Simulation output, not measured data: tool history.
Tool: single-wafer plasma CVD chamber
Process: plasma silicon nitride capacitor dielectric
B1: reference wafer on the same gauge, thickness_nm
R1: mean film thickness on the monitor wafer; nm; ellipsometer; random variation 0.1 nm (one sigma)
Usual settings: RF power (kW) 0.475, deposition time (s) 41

Run 1, day 0: usual settings; B1 68.39. Result: R1 56.282 nm.
Run 2, day 0.662: usual settings; B1 68.404. Result: R1 56.172 nm.
Run 3, day 1.196: usual settings; B1 68.412. Result: R1 56.088 nm.
Run 4, day 1.688: usual settings; B1 68.446. Result: R1 56.148 nm.
Run 5, day 2.096: usual settings; B1 68.383. Result: R1 56.337 nm.
Run 6, day 2.425: usual settings; B1 68.436. Result: R1 56.167 nm.
Run 7, day 3.142: usual settings; B1 68.389. Result: R1 56.247 nm.
Run 8, day 3.738: usual settings; B1 68.4. Result: R1 56.14 nm.
Run 9, day 4.071: usual settings; B1 68.39. Result: R1 56.309 nm.
Run 10, day 4.329: usual settings but RF power (kW) 0.525; B1 68.404. Result: R1 57.995 nm.
Run 11, day 4.688: usual settings but RF power (kW) 0.405; B1 68.426. Result: R1 53.097 nm.
Run 12, day 5.171: usual settings; B1 68.463. Result: R1 56.218 nm.
Run 13, day 5.746: usual settings; B1 68.431. Result: R1 56.098 nm.
Run 14, day 6.171: usual settings; B1 68.42. Result: R1 56.059 nm.
Run 15, day 6.717: usual settings; B1 68.403. Result: R1 58.111 nm.
Run 16, day 7.079: usual settings; B1 68.349. Result: R1 57.979 nm.
Run 17, day 7.379: usual settings; B1 68.39. Result: R1 57.894 nm.
Run 18, day 7.712: usual settings but RF power (kW) 0.38, deposition time (s) 35.9; B1 68.424. Result: R1 46.804 nm.
Run 19, day 8.308: usual settings but RF power (kW) 0.44, deposition time (s) 46.3; B1 68.381. Result: R1 63.635 nm.
Run 20, day 8.767: usual settings but RF power (kW) 0.385, deposition time (s) 43.9; B1 68.366. Result: R1 57.558 nm.
Run 21, day 10.375: usual settings but RF power (kW) 0.38, deposition time (s) 35.9; B1 68.396. Result: R1 46.749 nm.
Run 22, day 11.021: usual settings; B1 68.452. Result: R1 57.728 nm.
Run 23, day 11.396: usual settings but RF power (kW) 0.5, deposition time (s) 45.4; B1 68.347. Result: R1 64.837 nm.
Run 24, day 11.712: usual settings; B1 68.378. Result: R1 57.386 nm.
Run 25, day 12.133: usual settings but RF power (kW) 0.565, deposition time (s) 32.8; B1 68.421. Result: R1 48.624 nm.
Run 26, day 12.488: usual settings but RF power (kW) 0.535, deposition time (s) 45.6; B1 68.398. Result: R1 66.628 nm.
Run 27, day 13.2: usual settings; B1 68.406. Result: R1 57.476 nm.
Run 28, day 13.567: usual settings but RF power (kW) 0.39, deposition time (s) 46.6; B1 68.4. Result: R1 60.95 nm.
Run 29, day 14.212: usual settings but RF power (kW) 0.435, deposition time (s) 37.3; B1 68.362. Result: R1 50.613 nm.
Run 30, day 14.858: usual settings but deposition time (s) 47.8; B1 68.431. Result: R1 66.682 nm.
Run 31, day 15.383: usual settings but RF power (kW) 0.505, deposition time (s) 46.6; B1 68.362. Result: R1 66.566 nm.
Run 32, day 15.779: usual settings but RF power (kW) 0.5; B1 68.401. Result: R1 58.396 nm.
Run 33, day 16.471: usual settings but RF power (kW) 0.535, deposition time (s) 32.8; B1 68.416. Result: R1 47.703 nm.

Taken out of this log: 4 entries between the listed runs. Where each belongs, and how the hidden state differs across it:
Between runs 1 and 2: gauge calibrated (day 0.438)
  delivered RF power above the setpoint (%): -9.25 -> -9.27
  measured less the result without the state, R1: -1.898 -> -1.898 nm
Between runs 14 and 15: RF generator calibrated (day 6.696)
  delivered RF power above the setpoint (%): -9.39 -> -0.997
  measured less the result without the state, R1: -1.922 -> -0.198 nm
Between runs 20 and 21: gauge calibrated (day 9.117); showerhead replaced (day 9.267)
  delivered RF power above the setpoint (%): -1.91 -> -2.56
  measured less the result without the state, R1: -0.379 -> -0.414 nm

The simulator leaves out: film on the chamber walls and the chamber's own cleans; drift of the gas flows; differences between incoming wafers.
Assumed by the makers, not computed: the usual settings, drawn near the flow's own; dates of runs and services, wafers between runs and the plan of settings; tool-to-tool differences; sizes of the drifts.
